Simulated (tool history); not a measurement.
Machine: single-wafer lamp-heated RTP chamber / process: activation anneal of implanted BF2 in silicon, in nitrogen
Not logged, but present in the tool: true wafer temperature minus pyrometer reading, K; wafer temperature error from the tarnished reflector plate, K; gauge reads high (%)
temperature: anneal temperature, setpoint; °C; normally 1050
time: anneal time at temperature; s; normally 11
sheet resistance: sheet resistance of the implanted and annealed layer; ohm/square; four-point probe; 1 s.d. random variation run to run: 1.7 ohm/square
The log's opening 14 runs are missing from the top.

run	day	temperature	time	wafers since the last listed run	wafers since the last pyrometer calibration	wafers since the reflector plate was cleaned	hours since the gauge calibration	read-back reference wafer on the same gauge, sheet resistance	sheet resistance
15	19.238	1050	15	238	3494	1814	425.1	482.45	415.15
16	20.608	1050	15	529	4024	2343	458.0	483.16	415.22
17	21.371	1050	15	294	4318	2638	476.3	482.92	410.48
18	22.717	1050	11	519	4838	3157	508.6	483.13	421.61
19	23.796	1050	11	416	5254	3574	534.5	482.83	423.18
# day 24.779: reflector plate cleaned
20	27.579	1050	11	1332	6586	1081	625.3	483.23	418.25
21	28.179	1024	17	231	6818	1312	639.7	482.73	432.68
# day 28.654: gauge calibrated
# day 29.475: pyrometer window cleaned and pyrometer calibrated
22	29.500	1060	6	381	9	1694	20.3	483.08	436.03
23	30.871	1041	9	529	538	2223	53.2	482.97	447.60
24	31.817	1050	15	365	904	2588	75.9	482.40	414.31
25	33.250	1020	5	553	1457	3142	110.3	483.56	504.51
# day 33.658: reflector plate cleaned
26	34.025	1075	11	170	1628	142	128.9	482.37	398.88
27	35.183	1073	11	447	2075	589	156.7	483.32	401.22
28	36.217	1058	17	398	2474	988	181.5	483.41	401.12
29	37.054	1076	8	323	2797	1311	201.6	483.29	407.91
30	38.225	1077	13	452	3249	1763	229.7	482.99	389.29
31	39.296	1050	11	413	3663	2177	255.4	482.74	425.37
32	40.575	1079	6	493	4157	2671	286.1	482.62	413.22
33	41.254	1050	11	262	4419	2933	302.4	483.16	422.60
34	42.500	1050	11	481	4900	3414	332.3	483.03	422.47
# day 43.933: reflector plate cleaned
35	43.954	1050	5	432	5333	8	367.2	482.80	449.65
36	44.883	1050	11	358	5692	367	389.5	482.58	418.95
37	45.512	1030	11	242	5935	610	404.6	483.60	443.72

Predict each of these 3 candidate next runs independently; none follows another, all start after run 37:
A	45.529	1050	11	6	5941	616	405.0	?	?
B	45.529	1028	5	6	5941	616	405.0	?	?
C	45.529	1042	11	6	5941	616	405.0	?	?

run	read-back reference wafer on the same gauge, sheet resistance	sheet resistance
A	483.15	419.17
B	483.15	478.57
C	483.15	429.00
Without the tool's unlogged condition, the same runs would have read:
run	sheet resistance
A	428.66
B	491.75
C	438.86

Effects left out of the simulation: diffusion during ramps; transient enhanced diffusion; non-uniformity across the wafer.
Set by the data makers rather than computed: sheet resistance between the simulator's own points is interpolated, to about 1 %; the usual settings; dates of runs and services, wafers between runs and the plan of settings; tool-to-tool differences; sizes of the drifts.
